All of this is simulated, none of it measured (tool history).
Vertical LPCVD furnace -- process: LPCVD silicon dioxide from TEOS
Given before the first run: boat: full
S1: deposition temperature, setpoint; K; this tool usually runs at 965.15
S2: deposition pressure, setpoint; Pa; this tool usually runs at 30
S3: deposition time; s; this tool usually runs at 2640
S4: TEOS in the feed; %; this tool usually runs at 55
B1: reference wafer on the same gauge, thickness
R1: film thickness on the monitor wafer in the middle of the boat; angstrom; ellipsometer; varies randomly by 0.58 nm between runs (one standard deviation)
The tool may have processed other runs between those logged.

{"run": 1, "hour": 0.0, "S1": 965.15, "S2": 34.7, "S3": 2640, "S4": 55, "B1": 164.99, "R1": 2032.3}
{"run": 2, "hour": 18.9, "S1": 965.15, "S2": 30, "S3": 2640, "S4": 49, "B1": 165.07, "R1": 1770.1}
{"run": 3, "hour": 45.4, "S1": 965.15, "S2": 30, "S3": 2640, "S4": 49, "B1": 164.81, "R1": 1785.6}
{"run": 4, "hour": 78.3, "S1": 965.15, "S2": 30, "S3": 3120, "S4": 52, "B1": 164.98, "R1": 2170.4}
{"run": 5, "hour": 144.2, "S1": 959.15, "S2": 30, "S3": 2640, "S4": 55, "B1": 165.13, "R1": 1642}
{"run": 6, "hour": 173.4, "S1": 965.15, "S2": 30, "S3": 2640, "S4": 55, "B1": 164.96, "R1": 1896.7}
{"run": 7, "hour": 201.9, "S1": 965.15, "S2": 30, "S3": 2640, "S4": 55, "B1": 165.05, "R1": 1901.4}
{"hour": 240.0, "done": "thermocouples replaced and temperature profile calibrated"}
{"run": 8, "hour": 290.0, "S1": 965.15, "S2": 30, "S3": 2640, "S4": 55, "B1": 165.07, "R1": 1724}
{"run": 9, "hour": 324.4, "S1": 965.15, "S2": 30, "S3": 2640, "S4": 55, "B1": 165.12, "R1": 1734.4}
{"run": 10, "hour": 374.4, "S1": 965.15, "S2": 30, "S3": 2640, "S4": 55, "B1": 164.79, "R1": 1733}
{"run": 11, "hour": 391.6, "S1": 965.15, "S2": 30, "S3": 2640, "S4": 55, "B1": 164.95, "R1": 1738.6}
{"run": 12, "hour": 409.8, "S1": 965.15, "S2": 30, "S3": 3120, "S4": 52, "B1": 165.19, "R1": 1998.9}
{"hour": 449.9, "done": "TEOS flow controller replaced"}
{"run": 13, "hour": 450.4, "S1": 968.15, "S2": 37.3, "S3": 3570, "S4": 55, "B1": 164.82, "R1": 2843.1}
{"run": 14, "hour": 455.6, "S1": 973.15, "S2": 25.3, "S3": 2640, "S4": 65, "B1": 165.02, "R1": 2111.5}
{"run": 15, "hour": 482.1, "S1": 965.15, "S2": 30, "S3": 2640, "S4": 55, "B1": 164.89, "R1": 1748.8}
{"run": 16, "hour": 510.6, "S1": 973.15, "S2": 30, "S3": 2640, "S4": 48, "B1": 164.85, "R1": 1974.4}
{"hour": 559.3, "done": "pressure gauge zeroed"}
{"run": 17, "hour": 559.8, "S1": 965.15, "S2": 30, "S3": 2160, "S4": 65, "B1": 164.73, "R1": 1574}
{"run": 18, "hour": 571.0, "S1": 965.15, "S2": 30, "S3": 2640, "S4": 55, "B1": 164.98, "R1": 1764.7}
{"run": 19, "hour": 601.1, "S1": 965.15, "S2": 30, "S3": 2070, "S4": 55, "B1": 165.14, "R1": 1375.8}
{"hour": 657.7, "done": "gauge calibrated"}
{"run": 20, "hour": 698.1, "S1": 977.15, "S2": 30, "S3": 2640, "S4": 55, "B1": 165.06, "R1": 2355.3}
{"run": 21, "hour": 721.8, "S1": 965.15, "S2": 25.3, "S3": 2640, "S4": 55, "B1": 164.85, "R1": 1626.1}
{"run": 22, "hour": 748.7, "S1": 958.15, "S2": 22.7, "S3": 3570, "S4": 66, "B1": 165.04, "R1": 1938.8}
{"run": 23, "hour": 764.9, "S1": 965.15, "S2": 30, "S3": 2640, "S4": 55, "B1": 164.97, "R1": 1780.9}
{"run": 24, "hour": 796.1, "S1": 965.15, "S2": 36.7, "S3": 3000, "S4": 55, "B1": 164.97, "R1": 2237.2}
{"run": 25, "hour": 827.8, "S1": 960.15, "S2": 22.7, "S3": 2640, "S4": 50, "B1": 165.05, "R1": 1313.2}
{"run": 26, "hour": 845.5, "S1": 965.15, "S2": 30, "S3": 2130, "S4": 65, "B1": 164.92, "R1": 1581.3}
{"run": 27, "hour": 868.9, "S1": 956.15, "S2": 34.7, "S3": 1920, "S4": 55, "B1": 165.11, "R1": 1133.4}
{"run": 28, "hour": 891.8, "S1": 965.15, "S2": 30, "S3": 2640, "S4": 55, "B1": 164.8, "R1": 1788.6}
{"run": 29, "hour": 923.8, "S1": 965.15, "S2": 30, "S3": 2640, "S4": 55, "B1": 165.02, "R1": 1795.9}
{"run": 30, "hour": 950.6, "S1": 955.15, "S2": 30, "S3": 2640, "S4": 63, "B1": 165.08, "R1": 1513.1}

The tool's hidden state at each run:
true pressure minus gauge reading, mTorr: 0 on each run
deviation of the TEOS flow from its setpoint, %: 0 on each run
gauge reads high (%): 0 on each run
H1: true tube temperature minus thermocouple reading, K
run=1 H1=4.44
run=2 H1=4.44
run=3 H1=4.45
run=4 H1=4.46
run=5 H1=4.47
run=6 H1=4.48
run=7 H1=4.48
run=8 H1=0.519
run=9 H1=0.643
run=10 H1=0.816
run=11 H1=0.873
run=12 H1=0.934
run=13 H1=1.06
run=14 H1=1.08
run=15 H1=1.16
run=16 H1=1.25
run=17 H1=1.39
run=18 H1=1.42
run=19 H1=1.51
run=20 H1=1.76
run=21 H1=1.82
run=22 H1=1.89
run=23 H1=1.93
run=24 H1=2
run=25 H1=2.07
run=26 H1=2.11
run=27 H1=2.16
run=28 H1=2.21
run=29 H1=2.28
run=30 H1=2.33
